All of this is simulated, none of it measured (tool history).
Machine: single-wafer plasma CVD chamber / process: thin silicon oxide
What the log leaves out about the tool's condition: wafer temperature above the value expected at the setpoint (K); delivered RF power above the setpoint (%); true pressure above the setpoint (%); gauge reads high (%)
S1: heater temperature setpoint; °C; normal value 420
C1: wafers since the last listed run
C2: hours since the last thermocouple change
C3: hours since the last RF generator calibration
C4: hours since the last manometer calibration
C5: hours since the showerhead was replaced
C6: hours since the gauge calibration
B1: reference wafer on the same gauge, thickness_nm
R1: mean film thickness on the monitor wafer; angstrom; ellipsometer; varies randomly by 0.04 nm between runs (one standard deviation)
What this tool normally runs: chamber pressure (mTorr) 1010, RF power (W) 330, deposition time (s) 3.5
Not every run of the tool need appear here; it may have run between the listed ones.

run 1 hour=0 | S1=420 chamber_pressure_(mTorr)=1010 RF_power_(W)=330 deposition_time_(s)=3.5 | C1=0 C2=43.8 C3=1437 C4=373.1 C5=3657.2 C6=640.7 | B1=7.761 | R1=81.88
run 2 hour=58.6 | S1=420 chamber_pressure_(mTorr)=850 RF_power_(W)=330 deposition_time_(s)=3.5 | C1=1407 C2=102.4 C3=1495.6 C4=431.7 C5=3715.8 C6=699.3 | B1=7.786 | R1=65.73
run 3 hour=156.2 | S1=420 chamber_pressure_(mTorr)=850 RF_power_(W)=330 deposition_time_(s)=3.5 | C1=2344 C2=200 C3=1593.2 C4=529.3 C5=3813.4 C6=796.9 | B1=7.776 | R1=65.28
run 4 hour=246.3 | S1=420 chamber_pressure_(mTorr)=850 RF_power_(W)=330 deposition_time_(s)=3.5 | C1=2164 C2=290.1 C3=1683.3 C4=619.4 C5=3903.5 C6=887 | B1=7.768 | R1=65.51
run 5 hour=307.2 | S1=420 chamber_pressure_(mTorr)=1010 RF_power_(W)=330 deposition_time_(s)=3.5 | C1=1462 C2=351 C3=1744.2 C4=680.3 C5=3964.4 C6=947.9 | B1=7.774 | R1=81.24
run 6 hour=406.9 | S1=420 chamber_pressure_(mTorr)=1010 RF_power_(W)=330 deposition_time_(s)=3.5 | C1=2395 C2=450.7 C3=1843.9 C4=780 C5=4064.1 C6=1047.6 | B1=7.775 | R1=81.29
-- hour=428.2 RF generator calibrated
run 7 hour=498.4 | S1=420 chamber_pressure_(mTorr)=1010 RF_power_(W)=330 deposition_time_(s)=3.5 | C1=2005 C2=542.2 C3=70.2 C4=871.5 C5=4155.6 C6=1139.1 | B1=7.775 | R1=84.04
run 8 hour=702.6 | S1=431 chamber_pressure_(mTorr)=1080 RF_power_(W)=330 deposition_time_(s)=3.5 | C1=4905 C2=746.4 C3=274.4 C4=1075.7 C5=4359.8 C6=1343.3 | B1=7.779 | R1=88.18
run 9 hour=750.8 | S1=431 chamber_pressure_(mTorr)=1080 RF_power_(W)=330 deposition_time_(s)=3.5 | C1=1157 C2=794.6 C3=322.6 C4=1123.9 C5=4408 C6=1391.5 | B1=7.771 | R1=88.27
run 10 hour=838.4 | S1=431 chamber_pressure_(mTorr)=1230 RF_power_(W)=390 deposition_time_(s)=3.95 | C1=2104 C2=882.2 C3=410.2 C4=1211.5 C5=4495.6 C6=1479.1 | B1=7.773 | R1=117.3
run 11 hour=894.3 | S1=408 chamber_pressure_(mTorr)=1010 RF_power_(W)=330 deposition_time_(s)=3.5 | C1=1342 C2=938.1 C3=466.1 C4=1267.4 C5=4551.5 C6=1535 | B1=7.772 | R1=83.67
-- hour=930.4 gauge calibrated
-- hour=958.6 thermocouple changed; heater temperature recalibrated
-- hour=983.8 capacitance manometer re-zeroed and calibrated
run 12 hour=999.5 | S1=425 chamber_pressure_(mTorr)=1010 RF_power_(W)=380 deposition_time_(s)=3.5 | C1=2142 C2=40.9 C3=571.3 C4=15.7 C5=4656.7 C6=69.1 | B1=7.758 | R1=87.71
-- hour=1034.7 showerhead replaced
run 13 hour=1053 | S1=420 chamber_pressure_(mTorr)=1010 RF_power_(W)=330 deposition_time_(s)=3.99 | C1=1093 C2=94.4 C3=624.8 C4=69.2 C5=18.3 C6=122.6 | B1=7.774 | R1=94.3
run 14 hour=1145.6 | S1=420 chamber_pressure_(mTorr)=1010 RF_power_(W)=330 deposition_time_(s)=3.5 | C1=2224 C2=187 C3=717.4 C4=161.8 C5=110.9 C6=215.2 | B1=7.779 | R1=83.2
run 15 hour=1196.7 | S1=424 chamber_pressure_(mTorr)=1010 RF_power_(W)=330 deposition_time_(s)=3.26 | C1=1227 C2=238.1 C3=768.5 C4=212.9 C5=162 C6=266.3 | B1=7.767 | R1=77.23
run 16 hour=1293.1 | S1=420 chamber_pressure_(mTorr)=1180 RF_power_(W)=330 deposition_time_(s)=3.5 | C1=2315 C2=334.5 C3=864.9 C4=309.3 C5=258.4 C6=362.7 | B1=7.773 | R1=94.23
run 17 hour=1349.1 | S1=408 chamber_pressure_(mTorr)=1010 RF_power_(W)=330 deposition_time_(s)=3.5 | C1=1345 C2=390.5 C3=920.9 C4=365.3 C5=314.4 C6=418.7 | B1=7.75 | R1=83.17
run 18 hour=1416 | S1=420 chamber_pressure_(mTorr)=1010 RF_power_(W)=330 deposition_time_(s)=3.5 | C1=1607 C2=457.4 C3=987.8 C4=432.2 C5=381.3 C6=485.6 | B1=7.762 | R1=82.33

Predict each of these 3 candidate next runs independently; none follows another, all start after run 18:
run A hour=1416.4 | S1=420 chamber_pressure_(mTorr)=1010 RF_power_(W)=330 deposition_time_(s)=3.5 | C1=9 C2=457.8 C3=988.2 C4=432.6 C5=381.7 C6=486 | B1=? | R1=?
run B hour=1416.4 | S1=420 chamber_pressure_(mTorr)=770 RF_power_(W)=330 deposition_time_(s)=3.5 | C1=9 C2=457.8 C3=988.2 C4=432.6 C5=381.7 C6=486 | B1=? | R1=?
run C hour=1416.4 | S1=420 chamber_pressure_(mTorr)=1110 RF_power_(W)=385 deposition_time_(s)=4 | C1=9 C2=457.8 C3=988.2 C4=432.6 C5=381.7 C6=486 | B1=? | R1=?

run=A B1=7.769 R1=82.53
run=B B1=7.769 R1=55.99
run=C B1=7.769 R1=110.58
With no hidden state in the tool, these same runs would have given:
run=A R1=85.25
run=B R1=57.83
run=C R1=113.89

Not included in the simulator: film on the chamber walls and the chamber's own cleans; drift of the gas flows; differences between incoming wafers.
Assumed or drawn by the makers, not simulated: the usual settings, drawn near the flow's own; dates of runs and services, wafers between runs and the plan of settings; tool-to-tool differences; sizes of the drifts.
